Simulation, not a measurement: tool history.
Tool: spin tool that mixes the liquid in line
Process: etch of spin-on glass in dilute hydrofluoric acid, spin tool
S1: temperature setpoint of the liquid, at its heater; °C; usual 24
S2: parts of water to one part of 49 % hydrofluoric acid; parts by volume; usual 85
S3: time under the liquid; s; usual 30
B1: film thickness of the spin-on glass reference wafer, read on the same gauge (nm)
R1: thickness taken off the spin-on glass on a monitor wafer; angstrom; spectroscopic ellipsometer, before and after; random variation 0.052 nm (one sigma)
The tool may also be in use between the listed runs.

run 1 hour=0 | S1=23 S2=85 S3=30 | B1=70.07 | R1=158.5
run 2 hour=78 | S1=23 S2=85 S3=30 | B1=70.02 | R1=158.6
run 3 hour=154.8 | S1=24 S2=85 S3=30 | B1=69.98 | R1=165.8
-- hour=163.4 hydrofluoric acid flow meter replaced
run 4 hour=226.4 | S1=24 S2=85 S3=30 | B1=69.99 | R1=165.5
run 5 hour=272.8 | S1=20 S2=85 S3=30 | B1=70.01 | R1=139.3
run 6 hour=321.6 | S1=20 S2=85 S3=30 | B1=70.01 | R1=139.9
run 7 hour=500.6 | S1=24 S2=115 S3=30 | B1=70 | R1=116.6
run 8 hour=575.6 | S1=24 S2=85 S3=35 | B1=70 | R1=190.7
run 9 hour=621.6 | S1=24 S2=85 S3=35 | B1=69.99 | R1=191.5
run 10 hour=700 | S1=27.5 S2=85 S3=30 | B1=70.01 | R1=187.6
-- hour=816.3 thermometer replaced
-- hour=847.9 hydrofluoric acid flow meter replaced
run 11 hour=1019.9 | S1=27.5 S2=85 S3=30 | B1=69.97 | R1=191.9
run 12 hour=1059.2 | S1=24 S2=85 S3=20 | B1=70 | R1=111.3
-- hour=1150.2 gauge calibrated
run 13 hour=1156.2 | S1=24 S2=85 S3=30 | B1=70.01 | R1=167
run 14 hour=1255.6 | S1=19.5 S2=95 S3=30 | B1=70.03 | R1=123.1
run 15 hour=1351.9 | S1=24 S2=85 S3=30 | B1=70 | R1=166.8
run 16 hour=1428.9 | S1=24 S2=110 S3=25 | B1=69.99 | R1=103.5
-- hour=1444.4 hydrofluoric acid flow meter replaced
run 17 hour=1491.6 | S1=24 S2=85 S3=30 | B1=70 | R1=165.8
run 18 hour=1564 | S1=19.5 S2=50 S3=45 | B1=70 | R1=367.6
run 19 hour=1637.3 | S1=26.5 S2=85 S3=30 | B1=70 | R1=183.5
run 20 hour=1723.1 | S1=24 S2=85 S3=30 | B1=70.03 | R1=165.3
run 21 hour=1931.2 | S1=21.5 S2=115 S3=50 | B1=70.01 | R1=177.1
-- hour=1990.9 hydrofluoric acid flow meter replaced
run 22 hour=2016.9 | S1=24 S2=65 S3=25 | B1=70 | R1=184.3
run 23 hour=2108.2 | S1=24 S2=85 S3=30 | B1=69.96 | R1=164.7
run 24 hour=2204.2 | S1=21.5 S2=110 S3=30 | B1=70.02 | R1=110.9
run 25 hour=2296.1 | S1=24 S2=85 S3=35 | B1=70.03 | R1=191.6
run 26 hour=2369.8 | S1=24 S2=110 S3=30 | B1=69.98 | R1=123.5
run 27 hour=2431.5 | S1=26 S2=115 S3=50 | B1=69.96 | R1=210.9
run 28 hour=2469.1 | S1=28.5 S2=65 S3=30 | B1=70.03 | R1=262.6
run 29 hour=2522.1 | S1=28 S2=85 S3=15 | B1=69.98 | R1=95.6
run 30 hour=2596.9 | S1=19.5 S2=85 S3=30 | B1=70.02 | R1=135.2
run 31 hour=2683.9 | S1=24 S2=60 S3=20 | B1=69.99 | R1=158.4
-- hour=2715.1 hydrofluoric acid flow meter replaced
run 32 hour=2778.7 | S1=21.5 S2=120 S3=30 | B1=70.03 | R1=99.9

The same runs without the tool's hidden state, with the same run-to-run variation:
The hidden state here: liquid colder than its thermometer reads (K); hydrofluoric acid flow above the setpoint (%); gauge reads high (%).
run=1 R1=162.2
run=2 R1=162.5
run=3 R1=170
run=4 R1=170
run=5 R1=143.3
run=6 R1=144
run=7 R1=120.2
run=8 R1=197
run=9 R1=198
run=10 R1=193.9
run=11 R1=193.9
run=12 R1=112.6
run=13 R1=169.2
run=14 R1=125
run=15 R1=169.6
run=16 R1=105.3
run=17 R1=169
run=18 R1=375.5
run=19 R1=187.4
run=20 R1=169
run=21 R1=181.8
run=22 R1=189.6
run=23 R1=169.6
run=24 R1=114.4
run=25 R1=197.9
run=26 R1=127.6
run=27 R1=218.1
run=28 R1=271.9
run=29 R1=99
run=30 R1=140.6
run=31 R1=164.8
run=32 R1=104.1
